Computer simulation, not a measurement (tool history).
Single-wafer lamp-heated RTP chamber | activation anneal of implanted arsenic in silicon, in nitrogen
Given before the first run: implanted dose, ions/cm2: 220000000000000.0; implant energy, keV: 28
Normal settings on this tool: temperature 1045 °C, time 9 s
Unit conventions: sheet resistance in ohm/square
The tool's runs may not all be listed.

run	day	temperature	time	read-back reference wafer on the same gauge, sheet resistance	sheet resistance
1	0.000	1022	9	328.95	365.23
2	0.825	1045	9	328.99	363.07
3	1.683	1045	6	328.93	364.38
4	2.308	1028	12	329.07	362.76
5	5.633	1028	12	328.99	362.97
6	6.229	1028	12	328.85	362.75
7	7.588	1045	9	329.09	363.76
8	8.808	1059	9	328.88	362.53
# day 9.183: pyrometer window cleaned and pyrometer calibrated
9	12.033	1059	9	329.04	361.62
# day 12.667: reflector plate cleaned
10	12.688	1059	9	328.91	362.24
11	14.071	1045	9	329.08	362.98
# day 14.754: gauge calibrated
12	15.467	1060	9	328.93	362.06
13	16.633	1031	8	328.99	363.81
14	17.158	1065	12	328.99	359.97
15	17.692	1017	9	329.03	364.25
16	19.075	1029	9	329.05	364.28
17	19.696	1072	9	329.02	360.51
18	20.308	1021	8	329.15	365.54
19	20.983	1062	7	329.08	363.19
# day 22.025: pyrometer window cleaned and pyrometer calibrated
20	22.458	1045	9	329.10	362.95
21	23.100	1045	9	328.95	362.54
22	24.175	1072	6	329.05	362.19
# day 24.725: reflector plate cleaned
23	25.471	1037	6	329.00	364.69
24	26.629	1059	13	328.89	360.45
25	27.479	1058	9	328.85	362.22
26	31.450	1063	13	329.04	359.42
27	32.758	1045	9	329.21	363.42
# day 33.879: pyrometer window cleaned and pyrometer calibrated
28	33.900	1045	4	329.06	365.63
29	35.362	1058	11	329.02	360.15

Expected results for the next run?
30	35.979	1059	9	?	?

{"run 30": {"read-back reference wafer on the same gauge, sheet resistance": 329.05, "sheet resistance": 362.09}}
Were there no unlogged condition in the tool, this run, its random variation unchanged, would have produced sheet resistance 362.09 ohm/square.
